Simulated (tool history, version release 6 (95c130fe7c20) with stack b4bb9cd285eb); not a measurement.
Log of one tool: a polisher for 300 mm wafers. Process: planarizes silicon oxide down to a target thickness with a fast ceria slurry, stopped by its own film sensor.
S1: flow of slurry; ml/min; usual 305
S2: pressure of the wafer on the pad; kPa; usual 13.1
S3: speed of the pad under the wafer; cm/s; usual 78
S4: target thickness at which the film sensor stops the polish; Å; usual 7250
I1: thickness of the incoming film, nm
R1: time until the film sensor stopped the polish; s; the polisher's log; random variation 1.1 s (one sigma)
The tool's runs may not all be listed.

run     day   S1    S2  S3    S4      I1    R1
  1       0  305  13.1  78  7250  1278.9  73.6
      0.883  -- slurry nozzle cleaned
  2   2.062  305  13.1  78  7250  1256.5  71.6
      2.829  -- head pressure recalibrated
      6.204  -- worn pad replaced by a new one
  3   6.217  305  13.1  78  7250  1249.2  67.9
  4  11.017  305  13.1  78  7250  1269.3  70.4
     14.892  -- slurry nozzle cleaned
  5  14.946  305  11.7  78  7250  1263.5  83.3
  6  17.396  305    11  78  7250  1267.7  85.3
     19.875  -- head pressure recalibrated
     22.592  -- worn pad replaced by a new one
  7  30.871  275  13.1  78  7250  1277.7  81.5
     32.117  -- slurry nozzle cleaned
  8  32.438  275  13.1  78  7250  1257.3  81.9
     35.625  -- head pressure recalibrated
  9  36.329  305  14.5  78  7250  1287.6  76.3
 10  39.875  305  13.1  78  8410  1264.9  66.2
     41.558  -- worn pad replaced by a new one, repeated, since the last time left the tool worse
 11  43.133  305  13.1  78  5900  1276.7  90.6
 12  45.783  225  13.1  78  8960  1265.8  51.6
     47.783  -- slurry nozzle cleaned
 13  48.042  390    11  56  7250  1247.8   114
 14  50.375  260  17.2  78  5730  1287.6    73
     51.158  -- head pressure recalibrated
 15  53.321  305  13.1  78  8670  1265.3  54.2
 16  56.325  255  13.1  78  5770  1253.3  94.9
     58.267  -- worn pad replaced by a new one
 17  62.029  305  13.1  68  7850    1280  72.6
     66.083  -- slurry nozzle cleaned
 18  66.521  305  13.1  78  7250  1268.7  73.4
     68.642  -- head pressure recalibrated
 19  69.783  305  13.1  78  7250  1276.4  74.3
 20  74.088  305  13.1  78  7250  1251.6  72.6
     74.458  -- worn pad replaced by a new one
 21  76.879  230  11.7  96  8570  1256.2  47.7
 22  79.988  305  13.1  78  8690    1276  55.3

3 ways to go on from here, each from the tool as it stands after run 22. What would each give?
  A  80.004  305   9.7  78  7250  1296.7   ?
  B  80.004  355  13.1  62  6630  1296.7   ?
  C  80.004  205   8.3  78  7250  1296.7   ?

run     R1
  A  104.8
  B  106.5
  C  126.5
Without the tool's hidden state the same runs would have given:
run     R1
  A  100.9
  B  102.5
  C  121.8

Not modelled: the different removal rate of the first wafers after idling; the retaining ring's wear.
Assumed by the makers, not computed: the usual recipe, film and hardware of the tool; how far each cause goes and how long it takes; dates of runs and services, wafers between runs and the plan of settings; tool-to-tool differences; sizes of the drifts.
